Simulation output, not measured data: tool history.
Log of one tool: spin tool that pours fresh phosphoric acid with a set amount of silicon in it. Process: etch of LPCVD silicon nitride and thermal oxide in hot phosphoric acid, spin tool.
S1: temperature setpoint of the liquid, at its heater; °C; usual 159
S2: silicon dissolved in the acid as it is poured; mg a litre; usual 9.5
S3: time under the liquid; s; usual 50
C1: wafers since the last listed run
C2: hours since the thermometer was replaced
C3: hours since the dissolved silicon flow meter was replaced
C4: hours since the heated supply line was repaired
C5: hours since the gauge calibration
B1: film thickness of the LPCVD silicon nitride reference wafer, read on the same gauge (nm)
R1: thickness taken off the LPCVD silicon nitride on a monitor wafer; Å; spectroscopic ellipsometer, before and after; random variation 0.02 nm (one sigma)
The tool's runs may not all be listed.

run	hour	S1	S2	S3	C1	C2	C3	C4	C5	B1	R1
1	0	157	9.5	50	0	2039.4	1102.2	2171.4	193.6	29.989	33.3
2	50.6	157	9.5	50	890	2090	1152.8	2222	244.2	29.995	33.5
3	56.8	160	4	50	109	2096.2	1159	2228.2	250.4	30.019	38.03
4	70.2	160	4	50	235	2109.6	1172.4	2241.6	263.8	30.004	38.29
5	85.5	159	14.5	50	269	2124.9	1187.7	2256.9	279.1	29.984	36.52
# hour 92.6: thermometer replaced
6	99.2	159.5	9.5	50	223	6.6	1201.4	2270.6	292.8	29.98	37.35
7	112.4	157.5	9.5	50	232	19.8	1214.6	2283.8	306	30.012	34.08
8	127.3	157.5	9.5	50	262	34.7	1229.5	2298.7	320.9	29.978	33.66
# hour 166.6: heated supply line repaired
9	180.3	159	9.5	50	915	87.7	1282.5	13.7	373.9	29.999	41.92
10	188	157	17	40	135	95.4	1290.2	21.4	381.6	29.997	31.61
# hour 191.7: gauge calibrated
11	201.1	160.5	12.5	60	230	108.5	1303.3	34.5	9.4	30.015	52.91
# hour 203.7: dissolved silicon flow meter replaced
12	217.8	159	9.5	50	276	125.2	14.1	51.2	26.1	29.967	41.84
13	227.5	159	3	50	170	134.9	23.8	60.9	35.8	30.012	41.63
14	238.3	161	13.5	75	190	145.7	34.6	71.7	46.6	29.967	66.88
15	256.2	159	9.5	50	315	163.6	52.5	89.6	64.5	29.996	42.27
16	267.5	161.5	5	35	198	174.9	63.8	100.9	75.8	30.03	31.94
17	278.9	159	9.5	60	200	186.3	75.2	112.3	87.2	29.956	49.97
18	291.7	158	3	35	225	199.1	88	125.1	100	30.01	28.21
19	300.5	159	13	70	154	207.9	96.8	133.9	108.8	30.021	58.4
20	307.8	159	9.5	50	128	215.2	104.1	141.2	116.1	29.994	41.79
21	314.1	160.5	15.5	50	110	221.5	110.4	147.5	122.4	29.963	43.96

Forecast each of these 5 alternatives for the next run:
A	314.5	159	9.5	50	7	221.9	110.8	147.9	122.8	?	?
B	314.5	159	9.5	70	7	221.9	110.8	147.9	122.8	?	?
C	314.5	156.5	9.5	65	7	221.9	110.8	147.9	122.8	?	?
D	314.5	159	9.5	35	7	221.9	110.8	147.9	122.8	?	?
E	314.5	159	14	65	7	221.9	110.8	147.9	122.8	?	?

run	B1	R1
A	29.975	41.36
B	29.975	57.9
C	29.975	49.38
D	29.975	28.95
E	29.975	53.76
Without the tool's hidden state the same runs would have given:
run	R1
A	42.13
B	58.98
C	50.32
D	29.49
E	54.77
